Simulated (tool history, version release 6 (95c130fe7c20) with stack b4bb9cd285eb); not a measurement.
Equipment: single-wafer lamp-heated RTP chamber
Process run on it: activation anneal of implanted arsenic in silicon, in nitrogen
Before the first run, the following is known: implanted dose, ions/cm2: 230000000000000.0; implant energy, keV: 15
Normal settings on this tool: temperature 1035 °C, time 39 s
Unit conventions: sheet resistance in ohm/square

run,day,temperature,time,"read-back reference wafer on the same gauge, sheet resistance",sheet resistance
1,0,1035,39,317.88,357.3
2,3.108,1035,39,318.02,357.3
3,6.042,1035,39,318.05,356.91
# day 8.271: reflector plate cleaned
4,9.096,1035,39,318.08,358.44
5,11.375,1035,39,317.88,357.93
# day 14.212: pyrometer window cleaned and pyrometer calibrated
6,15.379,1035,39,317.87,356.89
7,17.892,1035,39,318,358.35
8,20.354,1035,39,318.16,358.19
9,22.379,1035,39,318.04,357.46
10,24.562,1035,39,318.06,355.75
11,26.575,1035,39,317.95,357.42
# day 28.638: reflector plate cleaned
12,30.304,1035,39,317.93,358.23
# day 31.875: pyrometer window cleaned and pyrometer calibrated
13,32.325,1035,39,317.98,357.66
14,36.762,1035,39,318.02,356.9
# day 38.788: gauge calibrated
15,38.846,1035,39,317.92,357.13
16,43.229,1020,52,317.98,356.76
# day 46.779: pyrometer window cleaned and pyrometer calibrated
17,46.8,1035,39,318.1,356.22
# day 49.688: reflector plate cleaned
18,50.062,1047,45,317.95,353.01
19,53.579,1058,17,317.94,360.76
20,56.696,1035,39,317.91,357.23
21,59.2,1063,53,318,342.6
22,60.762,1009,39,317.99,363.72
23,64.175,1055,45,317.95,347.94
# day 65.896: pyrometer window cleaned and pyrometer calibrated
# day 66.517: reflector plate cleaned
24,67.742,1048,49,317.94,351.6
25,71.254,1021,56,317.84,356.49
26,72.992,1023,33,317.84,361.24
27,77.029,1035,39,318.09,356.89
28,80.392,1051,50,318.08,347.49
# day 81.333: pyrometer window cleaned and pyrometer calibrated
29,84.046,1035,39,318.1,356.04
# day 87.712: reflector plate cleaned
30,87.733,1035,39,317.96,356.97

Branching from run 30: 3 alternative next runs. What would each branch give?
A,87.75,1035,39,?,?
B,87.75,1024,59,?,?
C,87.75,1035,33,?,?

run,"read-back reference wafer on the same gauge, sheet resistance",sheet resistance
A,317.9,357.74
B,317.9,355.9
C,317.9,359.55
What these runs would have given with no unlogged condition in the tool:
run,sheet resistance
A,358.11
B,356.3
C,359.89
